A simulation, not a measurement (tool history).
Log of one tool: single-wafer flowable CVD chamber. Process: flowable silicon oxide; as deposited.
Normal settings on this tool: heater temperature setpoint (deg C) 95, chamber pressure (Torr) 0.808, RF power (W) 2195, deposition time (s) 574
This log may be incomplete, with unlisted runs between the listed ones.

| run | hour | heater temperature setpoint (deg C) | chamber pressure (Torr) | RF power (W) | deposition time (s) | wafers since the last listed run | hours since the last thermocouple change | hours since the last RF generator calibration | hours since the last manometer calibration | hours since the showerhead was replaced | hours since the gauge calibration | read-back reference wafer on the same gauge, thickness_nm | mean film thickness on the monitor wafer (nm) |
|---|---|---|---|---|---|---|---|---|---|---|---|---|---|
| 1 | 0.0 | 95 | 0.808 | 2195 | 574 | 0 | 1892.3 | 1956.7 | 1374.5 | 2190.5 | 74.6 | 497.214 | 482.026 |
| 2 | 26.8 | 95 | 0.808 | 2195 | 535 | 68 | 1919.1 | 1983.5 | 1401.3 | 2217.3 | 101.4 | 497.037 | 444.302 |
| 3 | 53.2 | 95 | 0.808 | 2195 | 535 | 67 | 1945.5 | 2009.9 | 1427.7 | 2243.7 | 127.8 | 497.104 | 448.005 |
| 4 | 147.5 | 95 | 0.808 | 2195 | 535 | 240 | 2039.8 | 2104.2 | 1522.0 | 2338.0 | 222.1 | 496.894 | 444.647 |
| 5 | 169.4 | 95 | 0.808 | 2195 | 574 | 55 | 2061.7 | 2126.1 | 1543.9 | 2359.9 | 244.0 | 496.654 | 480.804 |
| 6 | 185.7 | 95 | 0.808 | 2195 | 574 | 41 | 2078.0 | 2142.4 | 1560.2 | 2376.2 | 260.3 | 496.984 | 478.798 |
| 7 | 203.6 | 95 | 0.808 | 2195 | 574 | 45 | 2095.9 | 2160.3 | 1578.1 | 2394.1 | 278.2 | 496.787 | 478.231 |
| 8 | 237.5 | 95 | 0.808 | 2195 | 574 | 86 | 2129.8 | 2194.2 | 1612.0 | 2428.0 | 312.1 | 497.158 | 479.657 |
| 9 | 263.5 | 95 | 0.808 | 2195 | 574 | 66 | 2155.8 | 2220.2 | 1638.0 | 2454.0 | 338.1 | 497.143 | 477.377 |
| 10 | 281.1 | 95 | 0.808 | 2195 | 574 | 44 | 2173.4 | 2237.8 | 1655.6 | 2471.6 | 355.7 | 496.846 | 475.970 |
|  | 300.3 | thermocouple changed; heater temperature recalibrated |
| 11 | 305.9 | 95 | 0.808 | 2195 | 574 | 42 | 5.6 | 2262.6 | 1680.4 | 2496.4 | 380.5 | 497.112 | 479.043 |
|  | 320.1 | capacitance manometer re-zeroed and calibrated |
| 12 | 330.4 | 101 | 0.853 | 2195 | 574 | 42 | 30.1 | 2287.1 | 10.3 | 2520.9 | 405.0 | 497.372 | 414.136 |
| 13 | 363.0 | 95 | 0.729 | 2195 | 574 | 83 | 62.7 | 2319.7 | 42.9 | 2553.5 | 437.6 | 496.676 | 438.731 |
| 14 | 382.9 | 95 | 0.808 | 2315 | 574 | 50 | 82.6 | 2339.6 | 62.8 | 2573.4 | 457.5 | 496.963 | 481.207 |
| 15 | 418.1 | 95 | 0.808 | 2195 | 513 | 89 | 117.8 | 2374.8 | 98.0 | 2608.6 | 492.7 | 496.827 | 425.946 |
|  | 428.1 | gauge calibrated |
| 16 | 451.3 | 95 | 0.808 | 1805 | 574 | 84 | 151.0 | 2408.0 | 131.2 | 2641.8 | 23.2 | 497.314 | 470.972 |
| 17 | 478.5 | 95 | 0.808 | 2195 | 574 | 69 | 178.2 | 2435.2 | 158.4 | 2669.0 | 50.4 | 497.261 | 478.653 |
|  | 488.0 | showerhead replaced |
| 18 | 506.4 | 101 | 0.971 | 2195 | 647 | 50 | 206.1 | 2463.1 | 186.3 | 18.4 | 78.3 | 497.363 | 520.763 |
|  | 560.6 | RF generator calibrated |
| 19 | 589.9 | 95 | 0.808 | 2195 | 574 | 192 | 289.6 | 29.3 | 269.8 | 101.9 | 161.8 | 496.365 | 478.742 |
| 20 | 608.6 | 95 | 0.808 | 2195 | 574 | 47 | 308.3 | 48.0 | 288.5 | 120.6 | 180.5 | 497.649 | 481.074 |
| 21 | 635.1 | 95 | 0.808 | 2195 | 574 | 67 | 334.8 | 74.5 | 315.0 | 147.1 | 207.0 | 496.582 | 476.940 |
| 22 | 655.4 | 95 | 0.808 | 2195 | 574 | 51 | 355.1 | 94.8 | 335.3 | 167.4 | 227.3 | 497.695 | 479.951 |
| 23 | 675.5 | 91 | 0.808 | 2390 | 468 | 51 | 375.2 | 114.9 | 355.4 | 187.5 | 247.4 | 497.124 | 448.085 |
| 24 | 707.3 | 95 | 0.808 | 2320 | 574 | 81 | 407.0 | 146.7 | 387.2 | 219.3 | 279.2 | 496.996 | 479.653 |
| 25 | 721.7 | 95 | 0.808 | 2195 | 535 | 36 | 421.4 | 161.1 | 401.6 | 233.7 | 293.6 | 497.566 | 445.463 |
| 26 | 741.5 | 89 | 0.703 | 1835 | 574 | 50 | 441.2 | 180.9 | 421.4 | 253.5 | 313.4 | 497.379 | 506.131 |
| 27 | 772.5 | 85 | 0.748 | 2340 | 486 | 78 | 472.2 | 211.9 | 452.4 | 284.5 | 344.4 | 497.173 | 518.447 |

What differs in the tool's unlogged condition from the final listed run ahead of each entry between runs to the first listed run following it?
After run 10, before run 11: thermocouple changed; heater temperature recalibrated (hour 300.3)
  no hidden state differs between the two runs
After run 11, before run 12: capacitance manometer re-zeroed and calibrated (hour 320.1)
  no hidden state differs between the two runs
After run 15, before run 16: gauge calibrated (hour 428.1)
  no hidden state differs between the two runs
After run 17, before run 18: showerhead replaced (hour 488.0)
  no hidden state differs between the two runs
After run 18, before run 19: RF generator calibrated (hour 560.6)
  no hidden state differs between the two runs
